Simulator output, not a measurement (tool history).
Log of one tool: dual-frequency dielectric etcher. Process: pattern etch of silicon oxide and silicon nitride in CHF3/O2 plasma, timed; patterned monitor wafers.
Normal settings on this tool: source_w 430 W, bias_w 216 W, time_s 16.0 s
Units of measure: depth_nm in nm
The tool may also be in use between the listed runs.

run   hour  source_w  bias_w  time_s  wafers since the last listed run  hours since the last wet clean  hours since the last source power generator calibration  hours since the last bias power generator calibration  hours since the last upper electrode change  hours since the gauge calibration  read-back reference wafer on the same gauge, depth_nm  depth_nm
  1    0.0       430     216    16.0                                 0                           163.1                                                   3340.7                                                 3946.8                                          0.5                              687.2                                                  26.31     22.55
  2    0.3       430     216    20.0                                 4                           163.4                                                   3341.0                                                 3947.1                                          0.8                              687.5                                                  26.32     28.33
  3   31.8       430     216    16.0                               480                           194.9                                                   3372.5                                                 3978.6                                         32.3                              719.0                                                  26.27     22.90
      43.9  -- source power generator calibrated
      52.2  -- gauge calibrated
  4   66.5       430     216    16.0                               468                           229.6                                                     22.6                                                 4013.3                                         67.0                               14.3                                                  26.31     23.00
  5   92.1       430     216    16.0                               390                           255.2                                                     48.2                                                 4038.9                                         92.6                               39.9                                                  26.28     23.27
  6  110.1       430     216    16.0                               274                           273.2                                                     66.2                                                 4056.9                                        110.6                               57.9                                                  26.32     23.28
  7  139.8       490     216    12.5                               452                           302.9                                                     95.9                                                 4086.6                                        140.3                               87.6                                                  26.34     18.62
     174.6  -- wet clean of the chamber
  8  175.1       490     216    12.5                               172                             0.5                                                    131.2                                                 4121.9                                        175.6                              122.9                                                  26.29     17.93
  9  188.6       530     238    13.5                               205                            14.0                                                    144.7                                                 4135.4                                        189.1                              136.4                                                  26.32     19.89
 10  203.3       400     216    16.0                               224                            28.7                                                    159.4                                                 4150.1                                        203.8                              151.1                                                  26.29     22.08
 11  220.7       430     216    19.0                               265                            46.1                                                    176.8                                                 4167.5                                        221.2                              168.5                                                  26.34     26.67
 12  250.8       430     247    16.0                               458                            76.2                                                    206.9                                                 4197.6                                        251.3                              198.6                                                  26.29     23.19
     265.1  -- bias power generator calibrated
 13  266.2       370     216    17.5                               173                            91.6                                                    222.3                                                    1.1                                        266.7                              214.0                                                  26.30     24.18
 14  289.5       460     216    16.0                               355                           114.9                                                    245.6                                                   24.4                                        290.0                              237.3                                                  26.28     22.89
 15  325.3       430     216    16.0                               545                           150.7                                                    281.4                                                   60.2                                        325.8                              273.1                                                  26.31     22.88
 16  390.2       430     216    16.0                               989                           215.6                                                    346.3                                                  125.1                                        390.7                              338.0                                                  26.27     22.90
 17  413.7       430     216    16.0                               358                           239.1                                                    369.8                                                  148.6                                        414.2                              361.5                                                  26.32     23.02
 18  506.5       430     216    14.5                              1414                           331.9                                                    462.6                                                  241.4                                        507.0                              454.3                                                  26.28     21.06
 19  527.7       380     255    13.0                               323                           353.1                                                    483.8                                                  262.6                                        528.2                              475.5                                                  26.32     19.22
     568.2  -- wet clean of the chamber
 20  568.7       540     202    11.5                               259                             0.5                                                    524.8                                                  303.6                                        569.2                              516.5                                                  26.31     16.30
 21  580.1       430     216    16.0                               173                            11.9                                                    536.2                                                  315.0                                        580.6                              527.9                                                  26.29     22.07
 22  602.5       430     216    16.0                               341                            34.3                                                    558.6                                                  337.4                                        603.0                              550.3                                                  26.29     21.97
 23  631.2       390     180    12.5                               437                            63.0                                                    587.3                                                  366.1                                        631.7                              579.0                                                  26.31     16.55
 24  648.5       390     180    14.0                               263                            80.3                                                    604.6                                                  383.4                                        649.0                              596.3                                                  26.33     18.57
 25  660.5       430     253    16.0                               182                            92.3                                                    616.6                                                  395.4                                        661.0                              608.3                                                  26.27     23.40
 26  689.7       430     216    16.0                               445                           121.5                                                    645.8                                                  424.6                                        690.2                              637.5                                                  26.29     22.56
 27  714.7       430     166    19.5                               381                           146.5                                                    670.8                                                  449.6                                        715.2                              662.5                                                  26.29     25.94
 28  745.3       330     216    16.0                               466                           177.1                                                    701.4                                                  480.2                                        745.8                              693.1                                                  26.30     21.85
     767.9  -- gauge calibrated
 29  778.3       430     216    16.0                               503                           210.1                                                    734.4                                                  513.2                                        778.8                               10.4                                                  26.26     22.88
 30  819.5       430     216    16.0                               628                           251.3                                                    775.6                                                  554.4                                        820.0                               51.6                                                  26.34     22.94

For each run, the measured value with the value that run would have given without the tool's hidden condition subtracted. The run-to-run variation is shared by both, the gauge scatter possibly not:
Hidden state present: etch rate over this chamber's usual, %; source power that arrives over what is set, %; bias power that arrives over what is set, %; gauge reads high (%).
run  depth_nm
  1     +0.51
  2     +0.64
  3     +0.62
  4     +0.72
  5     +0.81
  6     +0.87
  7     +0.76
  8     +0.02
  9     +0.06
 10     +0.11
 11     +0.20
 12     +0.27
 13     +0.34
 14     +0.39
 15     +0.50
 16     +0.69
 17     +0.76
 18     +0.95
 19     +0.92
 20     -0.12
 21     -0.13
 22     -0.06
 23     +0.02
 24     +0.06
 25     +0.12
 26     +0.21
 27     +0.33
 28     +0.37
 29     +0.48
 30     +0.61
